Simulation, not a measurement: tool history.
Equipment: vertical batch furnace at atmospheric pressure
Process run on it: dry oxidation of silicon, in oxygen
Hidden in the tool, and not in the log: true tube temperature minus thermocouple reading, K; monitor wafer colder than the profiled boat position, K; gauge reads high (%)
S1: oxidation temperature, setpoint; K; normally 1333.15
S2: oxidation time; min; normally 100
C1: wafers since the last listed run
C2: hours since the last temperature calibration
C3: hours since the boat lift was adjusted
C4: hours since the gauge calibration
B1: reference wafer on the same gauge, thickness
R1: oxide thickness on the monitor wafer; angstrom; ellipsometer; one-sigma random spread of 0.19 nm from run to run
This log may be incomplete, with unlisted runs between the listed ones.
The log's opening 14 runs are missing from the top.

| run | hour | S1 | S2 | C1 | C2 | C3 | C4 | B1 | R1 |
|---|---|---|---|---|---|---|---|---|---|
| 15 | 247 | 1333.15 | 100 | 312 | 5125.8 | 2521.5 | 131.7 | 118.04 | 1220 |
| 16 | 310.9 | 1333.15 | 100 | 602 | 5189.7 | 2585.4 | 195.6 | 118.01 | 1217.3 |
| 17 | 320 | 1345.15 | 100 | 85 | 5198.8 | 2594.5 | 204.7 | 118 | 1305.4 |
| 18 | 331.2 | 1333.15 | 100 | 105 | 5210 | 2605.7 | 215.9 | 117.89 | 1215.2 |
| 19 | 352.3 | 1342.15 | 150 | 198 | 5231.1 | 2626.8 | 237 | 118.06 | 1632.9 |
| 20 | 368.3 | 1312.15 | 83 | 150 | 5247.1 | 2642.8 | 253 | 118.02 | 959.4 |
|  | 396.6 | thermocouples replaced and temperature profile calibrated |
| 21 | 397.1 | 1321.15 | 63.5 | 45 | 0.5 | 2671.6 | 281.8 | 117.97 | 854.4 |
| 22 | 402.6 | 1333.15 | 55.5 | 51 | 6 | 2677.1 | 287.3 | 117.93 | 839.5 |
| 23 | 410.3 | 1317.15 | 100 | 72 | 13.7 | 2684.8 | 295 | 117.88 | 1109.5 |
|  | 443.8 | boat lift adjusted |
| 24 | 444.3 | 1333.15 | 100 | 94 | 47.7 | 0.5 | 329 | 118 | 1239.3 |
| 25 | 449.8 | 1315.15 | 82 | 51 | 53.2 | 6 | 334.5 | 117.99 | 990.5 |
|  | 450.4 | gauge calibrated |
| 26 | 455.2 | 1356.15 | 77 | 50 | 58.6 | 11.4 | 4.8 | 118.07 | 1215 |
| 27 | 460.7 | 1333.15 | 66 | 51 | 64.1 | 16.9 | 10.3 | 117.93 | 957.8 |
| 28 | 471.7 | 1333.15 | 100 | 103 | 75.1 | 27.9 | 21.3 | 118 | 1239.8 |
| 29 | 491 | 1357.15 | 83.5 | 182 | 94.4 | 47.2 | 40.6 | 118.12 | 1281.8 |
| 30 | 507.4 | 1333.15 | 66.5 | 154 | 110.8 | 63.6 | 57 | 118 | 960.8 |
| 31 | 525.6 | 1355.15 | 147 | 171 | 129 | 81.8 | 75.2 | 118.04 | 1776.4 |
| 32 | 543.8 | 1333.15 | 100 | 171 | 147.2 | 100 | 93.4 | 118 | 1239.3 |
| 33 | 566.4 | 1333.15 | 100 | 213 | 169.8 | 122.6 | 116 | 117.98 | 1238.3 |
| 34 | 575.6 | 1316.15 | 120.5 | 86 | 179 | 131.8 | 125.2 | 117.99 | 1259.7 |
| 35 | 593.1 | 1353.15 | 119.5 | 165 | 196.5 | 149.3 | 142.7 | 117.97 | 1554.2 |
| 36 | 602.4 | 1325.15 | 116.5 | 87 | 205.8 | 158.6 | 152 | 117.96 | 1297.8 |
| 37 | 620.6 | 1310.15 | 100 | 171 | 224 | 176.8 | 170.2 | 117.93 | 1082.2 |
| 38 | 641.1 | 1325.15 | 142.5 | 193 | 244.5 | 197.3 | 190.7 | 118.09 | 1464.8 |

Consider 5 possible next runs. They are alternatives, not a sequence: every one starts from the tool as it was left by run 38. What does each give?
| A | 646.7 | 1333.15 | 100 | 52 | 250.1 | 202.9 | 196.3 | ? | ? |
| B | 646.7 | 1358.15 | 50 | 52 | 250.1 | 202.9 | 196.3 | ? | ? |
| C | 646.7 | 1317.15 | 127.5 | 52 | 250.1 | 202.9 | 196.3 | ? | ? |
| D | 646.7 | 1349.15 | 59.5 | 52 | 250.1 | 202.9 | 196.3 | ? | ? |
| E | 646.7 | 1333.15 | 51 | 52 | 250.1 | 202.9 | 196.3 | ? | ? |

| run | B1 | R1 |
|---|---|---|
| A | 117.91 | 1238.1 |
| B | 117.91 | 943.8 |
| C | 117.91 | 1312.4 |
| D | 117.91 | 989.9 |
| E | 117.91 | 812.4 |
Take away the tool's hidden state, keep each run's random variation, and the runs would have read:
| run | R1 |
|---|---|
| A | 1239.6 |
| B | 945.1 |
| C | 1313.9 |
| D | 991.2 |
| E | 813.5 |

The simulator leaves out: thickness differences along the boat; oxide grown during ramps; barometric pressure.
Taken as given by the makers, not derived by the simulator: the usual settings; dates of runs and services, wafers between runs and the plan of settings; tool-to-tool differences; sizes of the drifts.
